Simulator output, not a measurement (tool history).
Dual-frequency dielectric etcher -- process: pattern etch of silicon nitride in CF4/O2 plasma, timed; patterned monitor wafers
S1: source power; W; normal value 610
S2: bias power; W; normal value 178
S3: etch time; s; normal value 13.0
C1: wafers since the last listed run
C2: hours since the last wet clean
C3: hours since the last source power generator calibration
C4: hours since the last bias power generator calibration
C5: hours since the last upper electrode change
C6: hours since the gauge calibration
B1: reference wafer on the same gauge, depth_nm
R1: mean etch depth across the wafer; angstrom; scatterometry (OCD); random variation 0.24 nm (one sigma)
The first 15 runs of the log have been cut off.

run   hour   S1   S2    S3   C1     C2     C3     C4     C5     C6     B1     R1
 16  331.4  610  178  13.0  584  496.9  219.1  333.1   75.0   67.4  28.94  366.3
 17  366.7  690  154  14.0  920  532.2  254.4  368.4  110.3  102.7  28.92  439.4
     398.4  -- wet clean of the chamber
 18  398.9  530  178  11.5  213    0.5  286.6  400.6  142.5  134.9  28.92  265.6
 19  416.1  610  221  12.0  448   17.7  303.8  417.8  159.7  152.1  28.90  342.6
 20  443.4  610  136  16.5  712   45.0  331.1  445.1  187.0  179.4  28.89  422.3
 21  470.6  700  147  13.0  709   72.2  358.3  472.3  214.2  206.6  28.97  389.7
 22  486.7  610  178  13.0  420   88.3  374.4  488.4  230.3  222.7  28.90  356.6
 23  521.0  610  136  16.5  894  122.6  408.7  522.7  264.6  257.0  28.92  428.4
 24  539.2  610  178  13.0  474  140.8  426.9  540.9  282.8  275.2  28.89  355.6
 25  557.8  700  178  15.0  485  159.4  445.5  559.5  301.4  293.8  28.88  477.4
 26  572.6  670  218  14.0  386  174.2  460.3  574.3  316.2  308.6  28.83  445.4
 27  585.3  610  178  13.0  331  186.9  473.0  587.0  328.9  321.3  28.92  357.4
 28  618.7  730  198  15.5  871  220.3  506.4  620.4  362.3  354.7  28.91  529.4
 29  649.9  690  178  12.0  814  251.5  537.6  651.6  393.5  385.9  28.93  378.4
 30  669.4  700  178  16.5  508  271.0  557.1  671.1  413.0  405.4  28.96  529.8

Here are 4 independent what-if runs from the current tool condition. What would each one return?
  A  669.8  610  178   9.0  10  271.4  557.5  671.5  413.4  405.8   ?   ?
  B  669.8  530  178  16.5  10  271.4  557.5  671.5  413.4  405.8   ?   ?
  C  669.8  700  178  13.0  10  271.4  557.5  671.5  413.4  405.8   ?   ?
  D  669.8  530  136   9.0  10  271.4  557.5  671.5  413.4  405.8   ?   ?

run     B1     R1
  A  28.85  252.0
  B  28.85  397.9
  C  28.85  419.6
  D  28.85  205.2
With no hidden state in the tool, these same runs would have given:
run     R1
  A  246.4
  B  389.1
  C  410.4
  D  200.7
